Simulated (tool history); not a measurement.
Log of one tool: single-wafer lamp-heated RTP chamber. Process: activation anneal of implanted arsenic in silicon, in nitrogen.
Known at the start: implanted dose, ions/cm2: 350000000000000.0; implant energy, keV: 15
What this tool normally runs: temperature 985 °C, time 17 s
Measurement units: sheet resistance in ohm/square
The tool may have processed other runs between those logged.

run     day  temperature  time  read-back reference wafer on the same gauge, sheet resistance  sheet resistance
  1       0          985    17                                                         262.94            296.13
  2   1.271          985    17                                                         263.02            296.55
  3   2.608          985    17                                                         262.95            296.27
  4   3.233          985    17                                                         263.09               296
  5   4.162          985    17                                                         263.02            295.99
  6   5.196          985    17                                                         263.05            296.68
  7   5.912          997    17                                                         262.98            295.42
  8    6.95          963    17                                                         263.02            298.35
  9   7.971          963    17                                                         263.04            297.68
 10   9.183         1005    25                                                         263.07            291.91
 11  10.538         1005    25                                                         262.95            291.85
 12  11.042          985    25                                                          263.1            294.34
 13  12.117          973     7                                                         263.05            301.91
 14  13.325          966    11                                                         263.07            300.07
 15  14.667          985    17                                                         263.01            296.04
 16  15.221          963    17                                                         262.93            297.88
 17  16.196         1005    25                                                         263.04            291.37
 18  17.604          985    17                                                         263.02            295.74
 19  18.725         1014    17                                                            263            292.62
 20  19.512         1008    10                                                         263.01            296.66
 21  20.867          985    17                                                         262.99            296.56
 22  21.742          994     9                                                            263            298.81
 23  23.071          985    17                                                         263.01            296.16
 24  24.238          974    26                                                         263.01            295.01
 25  25.121          985    24                                                            263            294.49
 26  26.367          974    23                                                         262.97            296.46
 27  27.554          985    17                                                         263.03            296.16
 28  28.996          958     8                                                         263.04            302.68
 29  30.454         1014    17                                                          262.9            292.43
 30    31.5          968    20                                                         263.04            296.58
 31  32.483         1006    27                                                         263.01            290.98
 32  33.021         1011     9                                                         262.92            296.79
 33  33.533          985    17                                                         263.01            295.98
 34  34.925          985    17                                                         262.99             296.2
 35  35.817         1001    27                                                         262.96            292.06
 36   37.15         1005    20                                                         263.06            293.67

Taken out of this log: 5 entries between the listed runs. Where each belongs, and how the hidden state differs across it:
After run 8, before run 9: pyrometer window cleaned and pyrometer calibrated (day 7.8)
  both runs share identical hidden conditions
After run 15, before run 16: reflector plate cleaned (day 15.162)
  both runs share identical hidden conditions
After run 17, before run 18: pyrometer window cleaned and pyrometer calibrated (day 16.938)
  both runs share identical hidden conditions
After run 22, before run 23: gauge calibrated (day 22.875)
  both runs share identical hidden conditions
After run 27, before run 28: pyrometer window cleaned and pyrometer calibrated (day 28.162)
  both runs share identical hidden conditions
